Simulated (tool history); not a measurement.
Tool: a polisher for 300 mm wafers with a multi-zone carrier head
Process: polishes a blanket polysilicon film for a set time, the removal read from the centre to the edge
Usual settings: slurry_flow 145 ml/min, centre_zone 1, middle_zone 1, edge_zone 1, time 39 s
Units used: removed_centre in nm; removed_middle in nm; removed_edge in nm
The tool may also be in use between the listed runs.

run,hour,slurry_flow,centre_zone,middle_zone,edge_zone,time,wafers since the last listed run,wafers polished on this pad,hours since the slurry nozzle was cleaned,hours since the centre zone pressure was calibrated,hours since the edge zone pressure was calibrated,hours since the carrier head's membrane was replaced,"incoming thickness of the incoming film, nm",removed_centre,removed_middle,removed_edge
1,0,145,1,1,1,39,0,2749,378.3,623.8,409.6,1187.7,1885.5,269.2,276,274.1
# hour 12.7: slurry nozzle cleaned
2,27.2,145,0.92,1,0.97,39,331,3081,14.5,651,436.8,1214.9,1818.9,248.6,274.4,266.2
# hour 70.5: worn pad replaced by a new one
3,88.5,145,1,1,1,39,725,227,75.8,712.3,498.1,1276.2,1842.5,284.3,300.6,294
4,136.2,145,1,1,1,39,604,832,123.5,760,545.8,1323.9,1864.3,282.7,288,288.2
5,182.7,145,1,1,1,39,588,1420,170,806.5,592.3,1370.4,1811.4,278.4,284.2,276.7
# hour 199.4: centre zone pressure recalibrated
6,207.9,145,1,1,1,39,293,1714,195.2,8.5,617.5,1395.6,1834.8,272.6,283.5,275.4
7,262.8,145,1,1,1,39,695,2410,250.1,63.4,672.4,1450.5,1874.9,271.9,281,274.3
8,298,145,1,1,1,39,445,2855,285.3,98.6,707.6,1485.7,1845.4,270,277.9,272.3
# hour 320.3: slurry nozzle cleaned
# hour 398: worn pad replaced by a new one
9,444.4,145,0.94,1,0.97,31,1790,588,124.1,245,854,1632.1,1854.3,213.2,233.1,227.6
10,481.9,145,1,1,1,39,474,1063,161.6,282.5,891.5,1669.6,1863.6,274.1,287.7,286.6
11,512.5,145,1,1,1,35,387,1450,192.2,313.1,922.1,1700.2,1832,242.9,253.5,246.6
# hour 541.1: carrier head's membrane replaced by a new one
12,559.6,145,0.93,1,1,30,533,1984,239.3,360.2,969.2,18.5,1833.2,194.3,213.9,209.9
# hour 563.3: edge zone pressure recalibrated
13,614.9,145,1,0.89,1,39,675,2659,294.6,415.5,51.6,73.8,1865,270.1,255.8,274.3
# hour 627.6: slurry nozzle cleaned
14,646.6,145,1,0.92,1,25,388,3047,19,447.2,83.3,105.5,1857.4,165.4,164.7,173.4
# hour 672.5: worn pad replaced by a new one, of another model than before
15,677.6,130,1.08,1,1.09,39,341,65,50,478.2,114.3,136.5,1873.3,298.2,293.5,295.7
16,728.1,100,1,1.08,1,31,639,704,100.5,528.7,164.8,187,1874.3,194.8,215.4,205.6
17,755.8,105,1,1.03,1,39,350,1055,128.2,556.4,192.5,214.7,1825.1,242.1,264.3,259.7
18,801.8,145,0.91,1,1.06,39,582,1638,174.2,602.4,238.5,260.7,1851.9,247.2,282,281.2
19,853.7,145,1,1,1,39,657,2295,226.1,654.3,290.4,312.6,1851.5,271.5,279,275.7
# hour 886.2: centre zone pressure recalibrated
20,917.4,145,1,1,1,39,781,3076,289.8,31.2,354.1,376.3,1855.7,265.2,270.7,276.1
# hour 932.8: worn pad replaced by a new one
21,947.3,145,0.92,1,0.97,39,328,183,319.7,61.1,384,406.2,1875.7,269.1,302.1,288.6
22,1018.5,145,1,1,1,39,901,1085,390.9,132.3,455.2,477.4,1851.4,273.6,288.6,274.4
# hour 1026.9: slurry nozzle cleaned
23,1082.5,175,1,1.11,1.1,39,797,1883,55.6,196.3,519.2,541.4,1839.9,280.7,318.9,293.3

For each entry between runs, how does the tool's hidden state at the last listed run before it compare with that at the first listed run after it?
Between runs 1 and 2: slurry nozzle cleaned (hour 12.7)
  removal rate lost through wear of the pad, %: 9.05 -> 9.31
  measured minus no-state result, removed_centre: -26.8 -> -25.6 nm; removed_middle: -27.4 -> -28.2 nm; removed_edge: -27.2 -> -27.3 nm
Between runs 2 and 3: worn pad replaced by a new one (hour 70.5)
  removal rate lost through wear of the pad, %: 9.31 -> 1.54
  measured minus no-state result, removed_centre: -25.6 -> -4.5 nm; removed_middle: -28.2 -> -4.7 nm; removed_edge: -27.3 -> -4.6 nm
Between runs 5 and 6: centre zone pressure recalibrated (hour 199.4)
  removal rate lost through wear of the pad, %: 6.34 -> 7.03
  measured minus no-state result, removed_centre: -18.8 -> -20.6 nm; removed_middle: -19.2 -> -21.5 nm; removed_edge: -18.7 -> -20.8 nm
Between runs 8 and 9: slurry nozzle cleaned (hour 320.3); worn pad replaced by a new one (hour 398)
  removal rate lost through wear of the pad, %: 8.47 -> 3.94
  measured minus no-state result, removed_centre: -24.9 -> -8.8 nm; removed_middle: -25.8 -> -9.6 nm; removed_edge: -25.2 -> -9.4 nm
Between runs 11 and 12: carrier head's membrane replaced by a new one (hour 541.1)
  removal rate lost through wear of the pad, %: 6.87 -> 8.01
  measured minus no-state result, removed_centre: -18 -> -16.9 nm; removed_middle: -18.8 -> -18.7 nm; removed_edge: -18.2 -> -18.3 nm
Between runs 12 and 13: edge zone pressure recalibrated (hour 563.3)
  removal rate lost through wear of the pad, %: 8.01 -> 8.82
  measured minus no-state result, removed_centre: -16.9 -> -26.2 nm; removed_middle: -18.7 -> -24.7 nm; removed_edge: -18.3 -> -26.5 nm
Between runs 13 and 14: slurry nozzle cleaned (hour 627.6)
  removal rate lost through wear of the pad, %: 8.82 -> 9.12
  measured minus no-state result, removed_centre: -26.2 -> -16.7 nm; removed_middle: -24.7 -> -16.5 nm; removed_edge: -26.5 -> -17.4 nm
Between runs 14 and 15: worn pad replaced by a new one, of another model than before (hour 672.5)
  removal rate lost through wear of the pad, %: 9.12 -> 1.62
  measured minus no-state result, removed_centre: -16.7 -> -4.9 nm; removed_middle: -16.5 -> -4.8 nm; removed_edge: -17.4 -> -4.9 nm
Between runs 19 and 20: centre zone pressure recalibrated (hour 886.2)
  removal rate lost through wear of the pad, %: 9.03 -> 9.77
  measured minus no-state result, removed_centre: -27 -> -28.7 nm; removed_middle: -27.7 -> -29.4 nm; removed_edge: -27.3 -> -30 nm
Between runs 20 and 21: worn pad replaced by a new one (hour 932.8)
  removal rate lost through wear of the pad, %: 9.77 -> 1.84
  measured minus no-state result, removed_centre: -28.7 -> -5.1 nm; removed_middle: -29.4 -> -5.7 nm; removed_edge: -30 -> -5.4 nm
Between runs 22 and 23: slurry nozzle cleaned (hour 1026.9)
  removal rate lost through wear of the pad, %: 5.97 -> 7.88
  measured minus no-state result, removed_centre: -17.4 -> -24 nm; removed_middle: -18.3 -> -27.2 nm; removed_edge: -17.4 -> -25.1 nm
